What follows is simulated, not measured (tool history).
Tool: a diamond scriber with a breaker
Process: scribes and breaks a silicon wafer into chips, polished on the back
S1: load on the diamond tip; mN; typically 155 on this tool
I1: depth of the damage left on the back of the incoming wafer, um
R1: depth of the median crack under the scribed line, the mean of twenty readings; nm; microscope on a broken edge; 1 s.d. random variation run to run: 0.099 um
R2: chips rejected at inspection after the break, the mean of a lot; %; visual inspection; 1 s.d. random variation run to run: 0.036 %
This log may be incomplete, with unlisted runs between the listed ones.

{"run": 1, "day": 0.0, "S1": 155, "I1": 0.04, "R1": 10660, "R2": 0.98}
{"run": 2, "day": 4.021, "S1": 155, "I1": 0.01, "R1": 10690, "R2": 1.02}
{"run": 3, "day": 6.021, "S1": 155, "I1": 0.03, "R1": 10580, "R2": 0.98}
{"run": 4, "day": 9.95, "S1": 169, "I1": 0.04, "R1": 11550, "R2": 1.63}
{"run": 5, "day": 12.904, "S1": 169, "I1": 0.05, "R1": 11610, "R2": 1.57}
{"run": 6, "day": 14.854, "S1": 169, "I1": 0.05, "R1": 11740, "R2": 1.73}
{"run": 7, "day": 18.067, "S1": 155, "I1": 0.04, "R1": 10710, "R2": 1.01}
{"run": 8, "day": 28.85, "S1": 155, "I1": 0.03, "R1": 10860, "R2": 1.09}
{"day": 30.638, "done": "diamond tip replaced by a new one"}
{"day": 31.533, "done": "load on the tip recalibrated"}
{"run": 9, "day": 32.688, "S1": 155, "I1": 0.02, "R1": 10930, "R2": 1.01}
{"run": 10, "day": 36.829, "S1": 155, "I1": 0.04, "R1": 10670, "R2": 0.99}
{"run": 11, "day": 40.692, "S1": 155, "I1": 0.03, "R1": 10830, "R2": 1.04}
{"run": 12, "day": 43.8, "S1": 140, "I1": 0.03, "R1": 10000, "R2": 1.71}
{"run": 13, "day": 46.238, "S1": 170, "I1": 0.05, "R1": 11540, "R2": 1.63}
{"run": 14, "day": 50.471, "S1": 155, "I1": 0.02, "R1": 10660, "R2": 1.05}
{"run": 15, "day": 52.492, "S1": 155, "I1": 0.02, "R1": 10760, "R2": 0.97}
{"run": 16, "day": 54.633, "S1": 155, "I1": 0.01, "R1": 10810, "R2": 1.05}
{"run": 17, "day": 56.354, "S1": 155, "I1": 0.01, "R1": 10860, "R2": 1.02}
{"run": 18, "day": 57.996, "S1": 134, "I1": 0.04, "R1": 9580, "R2": 2.76}
{"run": 19, "day": 62.075, "S1": 155, "I1": 0.03, "R1": 10720, "R2": 0.99}
{"day": 63.138, "done": "diamond tip replaced by a new one"}
{"run": 20, "day": 64.458, "S1": 196, "I1": 0.02, "R1": 12800, "R2": 5.01}
{"run": 21, "day": 66.771, "S1": 143, "I1": 0.02, "R1": 10150, "R2": 1.57}
{"day": 69.221, "done": "load on the tip recalibrated"}
{"run": 22, "day": 70.204, "S1": 155, "I1": 0.02, "R1": 10670, "R2": 1.04}
{"run": 23, "day": 72.204, "S1": 122, "I1": 0.05, "R1": 8920, "R2": 5.67}
{"run": 24, "day": 74.146, "S1": 125, "I1": 0.05, "R1": 9000, "R2": 4.47}
{"run": 25, "day": 76.592, "S1": 198, "I1": 0.03, "R1": 13140, "R2": 5.44}
{"run": 26, "day": 78.825, "S1": 171, "I1": 0.02, "R1": 11610, "R2": 1.74}
{"run": 27, "day": 91.375, "S1": 155, "I1": 0.01, "R1": 10770, "R2": 1.02}
{"run": 28, "day": 94.7, "S1": 171, "I1": 0.04, "R1": 11510, "R2": 1.74}
{"run": 29, "day": 96.258, "S1": 155, "I1": 0.05, "R1": 10700, "R2": 1.01}
{"day": 97.917, "done": "diamond tip replaced by a new one"}
{"run": 30, "day": 98.212, "S1": 155, "I1": 0.02, "R1": 10890, "R2": 1.05}
{"run": 31, "day": 100.742, "S1": 110, "I1": 0.02, "R1": 8110, "R2": 10.47}
{"run": 32, "day": 102.679, "S1": 124, "I1": 0.02, "R1": 8870, "R2": 4.79}
{"run": 33, "day": 106.925, "S1": 137, "I1": 0.05, "R1": 9590, "R2": 2.26}
{"run": 34, "day": 109.954, "S1": 155, "I1": 0.05, "R1": 10680, "R2": 0.99}
{"day": 112.758, "done": "load on the tip recalibrated"}
{"run": 35, "day": 112.862, "S1": 155, "I1": 0.01, "R1": 10780, "R2": 1}
{"run": 36, "day": 115.746, "S1": 155, "I1": 0.04, "R1": 10810, "R2": 1.04}
{"run": 37, "day": 118.088, "S1": 178, "I1": 0.03, "R1": 12130, "R2": 2.59}
{"run": 38, "day": 120.104, "S1": 155, "I1": 0.03, "R1": 10810, "R2": 1.01}
{"run": 39, "day": 122.354, "S1": 119, "I1": 0.01, "R1": 8770, "R2": 6.49}
{"run": 40, "day": 126.171, "S1": 181, "I1": 0.01, "R1": 12340, "R2": 2.7}

The tool's hidden state at each run:
share of the diamond tip's cutting effectiveness lost through wear, %: 0 at every run
deviation of the load on the tip from its setpoint, %: 0 at every run
